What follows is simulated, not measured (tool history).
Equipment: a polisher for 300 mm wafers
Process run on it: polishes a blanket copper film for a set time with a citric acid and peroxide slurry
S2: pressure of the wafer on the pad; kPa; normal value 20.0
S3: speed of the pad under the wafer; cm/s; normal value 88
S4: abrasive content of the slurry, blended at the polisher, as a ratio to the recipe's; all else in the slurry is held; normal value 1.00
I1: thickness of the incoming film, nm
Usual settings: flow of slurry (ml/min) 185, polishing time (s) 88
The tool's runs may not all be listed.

Run 1, hour 0.0: usual settings but S4 1.10; I1 489.3. Result: film removed (Å) 1567.
Run 2, hour 14.9: usual settings; I1 473.9. Result: film removed (Å) 1536.
Run 3, hour 26.2: usual settings; I1 482.6. Result: film removed (Å) 1511.
At hour 35.5: worn pad replaced by a new one.
Run 4, hour 67.9: usual settings; I1 491.2. Result: film removed (Å) 1495.
Run 5, hour 80.4: usual settings but S3 104 cm/s, polishing time (s) 99; I1 472.6. Result: film removed (Å) 1945.
Run 6, hour 88.3: usual settings; I1 474.2. Result: film removed (Å) 1499.
Run 7, hour 103.0: usual settings; I1 476.6. Result: film removed (Å) 1479.
At hour 117.1: head pressure recalibrated.
Run 8, hour 117.6: usual settings; I1 478.9. Result: film removed (Å) 1489.
At hour 133.5: slurry blender recalibrated.
At hour 134.9: worn pad replaced by a new one.
At hour 157.3: slurry nozzle cleaned.
Run 9, hour 158.2: usual settings; I1 478.9. Result: film removed (Å) 1529.
Run 10, hour 170.1: usual settings but S4 0.80; I1 482.8. Result: film removed (Å) 1452.
Run 11, hour 182.0: usual settings but S4 1.25, polishing time (s) 76; I1 484.7. Result: film removed (Å) 1385.
Run 12, hour 190.0: usual settings; I1 471.0. Result: film removed (Å) 1502.

Run 13 has not been measured yet. What should we expect?
Run 13, hour 201.2: usual settings; I1 473.2. Result: film removed (Å) ?.

film removed (Å): 1508
With the hidden condition absent and the run-to-run variation left alone, this run would have shown film removed (Å) 1558.
